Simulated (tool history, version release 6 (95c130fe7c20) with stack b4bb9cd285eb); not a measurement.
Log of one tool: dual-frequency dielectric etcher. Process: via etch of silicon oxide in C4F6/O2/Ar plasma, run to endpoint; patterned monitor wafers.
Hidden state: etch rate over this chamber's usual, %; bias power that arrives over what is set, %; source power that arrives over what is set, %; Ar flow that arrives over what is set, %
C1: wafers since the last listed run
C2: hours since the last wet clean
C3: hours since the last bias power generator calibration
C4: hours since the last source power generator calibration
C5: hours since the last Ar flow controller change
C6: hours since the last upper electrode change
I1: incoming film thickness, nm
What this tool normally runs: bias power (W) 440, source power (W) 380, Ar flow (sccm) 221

{"run": 1, "day": 0.0, "bias power (W)": 440, "source power (W)": 310, "Ar flow (sccm)": 221, "C1": 0, "C2": 103.3, "C3": 425.9, "C4": 3148.7, "C5": 4359.6, "C6": 3307.2, "I1": 154.4, "endpoint time (s)": 39.5}
{"run": 2, "day": 2.471, "bias power (W)": 440, "source power (W)": 380, "Ar flow (sccm)": 221, "C1": 619, "C2": 162.6, "C3": 485.2, "C4": 3208, "C5": 4418.9, "C6": 3366.5, "I1": 155.7, "endpoint time (s)": 36.8}
{"run": 3, "day": 5.7, "bias power (W)": 440, "source power (W)": 380, "Ar flow (sccm)": 221, "C1": 809, "C2": 240.1, "C3": 562.7, "C4": 3285.5, "C5": 4496.4, "C6": 3444, "I1": 155.2, "endpoint time (s)": 36.4}
{"run": 4, "day": 9.383, "bias power (W)": 440, "source power (W)": 380, "Ar flow (sccm)": 221, "C1": 923, "C2": 328.5, "C3": 651.1, "C4": 3373.9, "C5": 4584.8, "C6": 3532.4, "I1": 156.8, "endpoint time (s)": 36.4}
{"run": 5, "day": 12.383, "bias power (W)": 401, "source power (W)": 380, "Ar flow (sccm)": 221, "C1": 752, "C2": 400.5, "C3": 723.1, "C4": 3445.9, "C5": 4656.8, "C6": 3604.4, "I1": 156.6, "endpoint time (s)": 37.1}
{"day": 15.633, "done": "wet clean of the chamber"}
{"run": 6, "day": 15.654, "bias power (W)": 474, "source power (W)": 380, "Ar flow (sccm)": 189, "C1": 569, "C2": 0.5, "C3": 801.6, "C4": 3524.4, "C5": 4735.3, "C6": 3682.9, "I1": 157.2, "endpoint time (s)": 38.7}
{"run": 7, "day": 17.533, "bias power (W)": 474, "source power (W)": 380, "Ar flow (sccm)": 189, "C1": 471, "C2": 45.6, "C3": 846.7, "C4": 3569.5, "C5": 4780.4, "C6": 3728, "I1": 155.6, "endpoint time (s)": 38.1}
{"run": 8, "day": 19.246, "bias power (W)": 474, "source power (W)": 380, "Ar flow (sccm)": 189, "C1": 429, "C2": 86.7, "C3": 887.8, "C4": 3610.6, "C5": 4821.5, "C6": 3769.1, "I1": 156.7, "endpoint time (s)": 38.3}
{"run": 9, "day": 20.842, "bias power (W)": 440, "source power (W)": 380, "Ar flow (sccm)": 195, "C1": 400, "C2": 125, "C3": 926.1, "C4": 3648.9, "C5": 4859.8, "C6": 3807.4, "I1": 155.3, "endpoint time (s)": 38.7}
{"day": 26.908, "done": "wet clean of the chamber, repeated, since the last time left the tool worse"}
{"run": 10, "day": 26.929, "bias power (W)": 440, "source power (W)": 380, "Ar flow (sccm)": 195, "C1": 1275, "C2": 0.5, "C3": 1072.2, "C4": 3795, "C5": 5005.9, "C6": 3953.5, "I1": 154.4, "endpoint time (s)": 36.1}
{"run": 11, "day": 30.612, "bias power (W)": 440, "source power (W)": 380, "Ar flow (sccm)": 195, "C1": 923, "C2": 88.9, "C3": 1160.6, "C4": 3883.4, "C5": 5094.3, "C6": 4041.9, "I1": 156, "endpoint time (s)": 36.2}
{"day": 33.788, "done": "source power generator calibrated"}
{"run": 12, "day": 34.088, "bias power (W)": 440, "source power (W)": 380, "Ar flow (sccm)": 221, "C1": 829, "C2": 172.3, "C3": 1244, "C4": 7.2, "C5": 5177.7, "C6": 4125.3, "I1": 154.9, "endpoint time (s)": 36.4}
{"run": 13, "day": 37.488, "bias power (W)": 440, "source power (W)": 380, "Ar flow (sccm)": 252, "C1": 852, "C2": 253.9, "C3": 1325.6, "C4": 88.8, "C5": 5259.3, "C6": 4206.9, "I1": 156, "endpoint time (s)": 37}
{"day": 44.529, "done": "wet clean of the chamber"}
{"run": 14, "day": 46.742, "bias power (W)": 546, "source power (W)": 320, "Ar flow (sccm)": 260, "C1": 2069, "C2": 53.1, "C3": 1547.7, "C4": 310.9, "C5": 5481.4, "C6": 4429, "I1": 154.3, "endpoint time (s)": 38.3}
{"run": 15, "day": 50.183, "bias power (W)": 535, "source power (W)": 290, "Ar flow (sccm)": 270, "C1": 862, "C2": 135.7, "C3": 1630.3, "C4": 393.5, "C5": 5564, "C6": 4511.6, "I1": 155.3, "endpoint time (s)": 40.4}
{"run": 16, "day": 58.5, "bias power (W)": 440, "source power (W)": 410, "Ar flow (sccm)": 221, "C1": 2084, "C2": 335.3, "C3": 1829.9, "C4": 593.1, "C5": 5763.6, "C6": 4711.2, "I1": 155.4, "endpoint time (s)": 35}
{"day": 60.225, "done": "Ar flow controller replaced"}
{"day": 60.696, "done": "upper electrode replaced"}
{"day": 61.179, "done": "bias power generator calibrated"}
{"run": 17, "day": 62.883, "bias power (W)": 382, "source power (W)": 430, "Ar flow (sccm)": 221, "C1": 876, "C2": 440.5, "C3": 40.9, "C4": 698.3, "C5": 63.8, "C6": 52.5, "I1": 155.8, "endpoint time (s)": 35.5}
{"day": 64.821, "done": "wet clean of the chamber"}
{"run": 18, "day": 65.742, "bias power (W)": 382, "source power (W)": 430, "Ar flow (sccm)": 221, "C1": 465, "C2": 22.1, "C3": 109.5, "C4": 766.9, "C5": 132.4, "C6": 121.1, "I1": 155.1, "endpoint time (s)": 36.7}
{"run": 19, "day": 68.333, "bias power (W)": 440, "source power (W)": 380, "Ar flow (sccm)": 221, "C1": 649, "C2": 84.3, "C3": 171.7, "C4": 829.1, "C5": 194.6, "C6": 183.3, "I1": 156.7, "endpoint time (s)": 37.5}
{"run": 20, "day": 71.754, "bias power (W)": 440, "source power (W)": 380, "Ar flow (sccm)": 238, "C1": 857, "C2": 166.4, "C3": 253.8, "C4": 911.2, "C5": 276.7, "C6": 265.4, "I1": 156.1, "endpoint time (s)": 37.3}
{"run": 21, "day": 76.162, "bias power (W)": 518, "source power (W)": 340, "Ar flow (sccm)": 244, "C1": 1105, "C2": 272.2, "C3": 359.6, "C4": 1017, "C5": 382.5, "C6": 371.2, "I1": 155.2, "endpoint time (s)": 37.3}
{"run": 22, "day": 79.846, "bias power (W)": 386, "source power (W)": 310, "Ar flow (sccm)": 221, "C1": 923, "C2": 360.6, "C3": 448, "C4": 1105.4, "C5": 470.9, "C6": 459.6, "I1": 155.5, "endpoint time (s)": 40.4}
{"run": 23, "day": 81.629, "bias power (W)": 440, "source power (W)": 440, "Ar flow (sccm)": 221, "C1": 447, "C2": 403.4, "C3": 490.8, "C4": 1148.2, "C5": 513.7, "C6": 502.4, "I1": 155.5, "endpoint time (s)": 34.1}
{"day": 83.104, "done": "wet clean of the chamber"}
{"run": 24, "day": 83.912, "bias power (W)": 440, "source power (W)": 380, "Ar flow (sccm)": 221, "C1": 321, "C2": 19.4, "C3": 545.6, "C4": 1203, "C5": 568.5, "C6": 557.2, "I1": 156.4, "endpoint time (s)": 37.2}

Below are 5 alternative next runs, each starting from the tool's condition after run 24. Predict each:
{"run": "A", "day": 83.929, "bias power (W)": 332, "source power (W)": 380, "Ar flow (sccm)": 221, "C1": 4, "C2": 19.8, "C3": 546, "C4": 1203.4, "C5": 568.9, "C6": 557.6, "I1": 154.8, "endpoint time (s)": "?"}
{"run": "B", "day": 83.929, "bias power (W)": 522, "source power (W)": 420, "Ar flow (sccm)": 266, "C1": 4, "C2": 19.8, "C3": 546, "C4": 1203.4, "C5": 568.9, "C6": 557.6, "I1": 154.8, "endpoint time (s)": "?"}
{"run": "C", "day": 83.929, "bias power (W)": 492, "source power (W)": 280, "Ar flow (sccm)": 269, "C1": 4, "C2": 19.8, "C3": 546, "C4": 1203.4, "C5": 568.9, "C6": 557.6, "I1": 154.8, "endpoint time (s)": "?"}
{"run": "D", "day": 83.929, "bias power (W)": 530, "source power (W)": 440, "Ar flow (sccm)": 265, "C1": 4, "C2": 19.8, "C3": 546, "C4": 1203.4, "C5": 568.9, "C6": 557.6, "I1": 154.8, "endpoint time (s)": "?"}
{"run": "E", "day": 83.929, "bias power (W)": 338, "source power (W)": 380, "Ar flow (sccm)": 221, "C1": 4, "C2": 19.8, "C3": 546, "C4": 1203.4, "C5": 568.9, "C6": 557.6, "I1": 154.8, "endpoint time (s)": "?"}

run=A endpoint_time_(s)=39.2
run=B endpoint_time_(s)=34.9
run=C endpoint_time_(s)=41.7
run=D endpoint_time_(s)=34.1
run=E endpoint_time_(s)=39
With no hidden state in the tool, these same runs would have given:
run=A endpoint_time_(s)=39.3
run=B endpoint_time_(s)=35
run=C endpoint_time_(s)=41.8
run=D endpoint_time_(s)=34.2
run=E endpoint_time_(s)=39.2

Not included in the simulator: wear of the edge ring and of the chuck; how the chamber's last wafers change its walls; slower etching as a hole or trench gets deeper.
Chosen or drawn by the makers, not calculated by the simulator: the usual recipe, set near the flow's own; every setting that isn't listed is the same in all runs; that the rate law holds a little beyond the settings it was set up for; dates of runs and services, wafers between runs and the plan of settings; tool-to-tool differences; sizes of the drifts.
